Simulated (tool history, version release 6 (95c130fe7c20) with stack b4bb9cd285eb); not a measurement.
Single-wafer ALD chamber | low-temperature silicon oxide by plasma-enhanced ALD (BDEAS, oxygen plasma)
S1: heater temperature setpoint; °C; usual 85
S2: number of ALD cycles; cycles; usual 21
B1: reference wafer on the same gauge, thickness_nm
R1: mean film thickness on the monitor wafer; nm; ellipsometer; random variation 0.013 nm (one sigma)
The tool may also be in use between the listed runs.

| run | hour | S1 | S2 | B1 | R1 |
|---|---|---|---|---|---|
| 1 | 0.0 | 85 | 21 | 2.973 | 3.064 |
| 2 | 65.0 | 85 | 21 | 2.976 | 3.082 |
| 3 | 107.5 | 85 | 21 | 2.972 | 3.053 |
| 4 | 131.5 | 88 | 21 | 2.972 | 3.007 |
| 5 | 193.3 | 88 | 21 | 2.970 | 3.020 |
| 6 | 218.6 | 88 | 21 | 2.972 | 3.026 |
| 7 | 269.0 | 82 | 18 | 2.969 | 2.637 |
| 8 | 307.0 | 82 | 18 | 2.962 | 2.649 |
| 9 | 365.6 | 85 | 21 | 2.960 | 3.023 |
| 10 | 411.6 | 81 | 21 | 2.949 | 3.073 |
| 11 | 469.3 | 81 | 21 | 2.946 | 3.096 |
| 12 | 672.0 | 96 | 25 | 2.903 | 3.396 |
|  | 680.5 | thermocouple changed; heater temperature recalibrated |
| 13 | 735.6 | 76 | 21 | 2.896 | 3.080 |
| 14 | 762.6 | 94 | 24 | 2.881 | 3.291 |
| 15 | 793.7 | 85 | 21 | 2.878 | 2.962 |
| 16 | 820.2 | 85 | 21 | 2.868 | 2.940 |
| 17 | 845.6 | 85 | 24 | 2.862 | 3.372 |
|  | 851.5 | gauge calibrated |
| 18 | 901.7 | 74 | 25 | 2.998 | 3.823 |

Run 19 comes next. What will it give?
| 19 | 952.5 | 100 | 18 | ? | ? |

Run 19 gave B1 2.994, R1 2.488 nm.
Without the tool's hidden state the same run would have given R1 2.476 nm.
